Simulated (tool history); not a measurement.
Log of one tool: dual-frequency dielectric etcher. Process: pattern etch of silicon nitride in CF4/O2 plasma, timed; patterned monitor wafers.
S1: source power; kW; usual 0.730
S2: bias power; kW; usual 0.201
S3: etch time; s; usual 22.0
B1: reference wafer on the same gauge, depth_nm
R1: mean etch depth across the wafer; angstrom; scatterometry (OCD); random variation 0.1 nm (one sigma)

run 1 hour=0.0 | S1=0.860 S2=0.201 S3=22.0 | B1=74.8 | R1=770
run 2 hour=35.6 | S1=0.860 S2=0.201 S3=22.0 | B1=74.8 | R1=771
run 3 hour=53.9 | S1=0.860 S2=0.201 S3=22.0 | B1=74.8 | R1=771
run 4 hour=66.9 | S1=0.730 S2=0.201 S3=20.0 | B1=74.8 | R1=611
run 5 hour=84.4 | S1=0.730 S2=0.201 S3=20.0 | B1=74.8 | R1=612
run 6 hour=101.6 | S1=0.640 S2=0.163 S3=22.0 | B1=74.8 | R1=561
run 7 hour=138.2 | S1=0.640 S2=0.163 S3=22.0 | B1=74.8 | R1=571
run 8 hour=154.1 | S1=0.730 S2=0.201 S3=22.0 | B1=74.7 | R1=686
run 9 hour=173.8 | S1=0.730 S2=0.201 S3=22.0 | B1=74.8 | R1=688
run 10 hour=203.3 | S1=0.730 S2=0.172 S3=17.0 | B1=74.8 | R1=503
run 11 hour=229.3 | S1=0.780 S2=0.201 S3=25.0 | B1=74.8 | R1=817
run 12 hour=270.8 | S1=0.730 S2=0.249 S3=22.0 | B1=74.8 | R1=733
run 13 hour=292.0 | S1=0.730 S2=0.178 S3=19.0 | B1=74.8 | R1=562
run 14 hour=318.5 | S1=0.650 S2=0.227 S3=19.0 | B1=74.8 | R1=555
run 15 hour=352.4 | S1=0.730 S2=0.201 S3=22.0 | B1=74.8 | R1=677
run 16 hour=383.4 | S1=0.660 S2=0.174 S3=15.5 | B1=74.8 | R1=417
run 17 hour=402.6 | S1=0.730 S2=0.201 S3=22.0 | B1=74.8 | R1=677
run 18 hour=424.9 | S1=0.640 S2=0.245 S3=22.0 | B1=74.8 | R1=651

Taken out of this log: 5 entries between the listed runs. Where each belongs, and how the hidden state differs across it:
Between runs 6 and 7: bias power generator calibrated (hour 135.8); source power generator calibrated (hour 137.7)
  etch rate over this chamber's usual, %: 0.947 -> 1.03; bias power that arrives over what is set, %: -5.82 -> -0.0711
  measured less the result without the state, R1: -6 -> +6 angstrom
Between runs 10 and 11: wet clean of the chamber (hour 228.8)
  etch rate over this chamber's usual, %: 1.17 -> -0.059; bias power that arrives over what is set, %: -0.707 -> -0.939
  measured less the result without the state, R1: +5 -> -3 angstrom
Between runs 11 and 12: upper electrode replaced (hour 270.3)
  etch rate over this chamber's usual, %: -0.059 -> 0.0326; bias power that arrives over what is set, %: -0.939 -> -1.29
  measured less the result without the state, R1: -3 -> -3 angstrom
Between runs 12 and 13: gauge calibrated (hour 283.5)
  etch rate over this chamber's usual, %: 0.0326 -> 0.0794; bias power that arrives over what is set, %: -1.29 -> -1.45
  measured less the result without the state, R1: -3 -> -2 angstrom
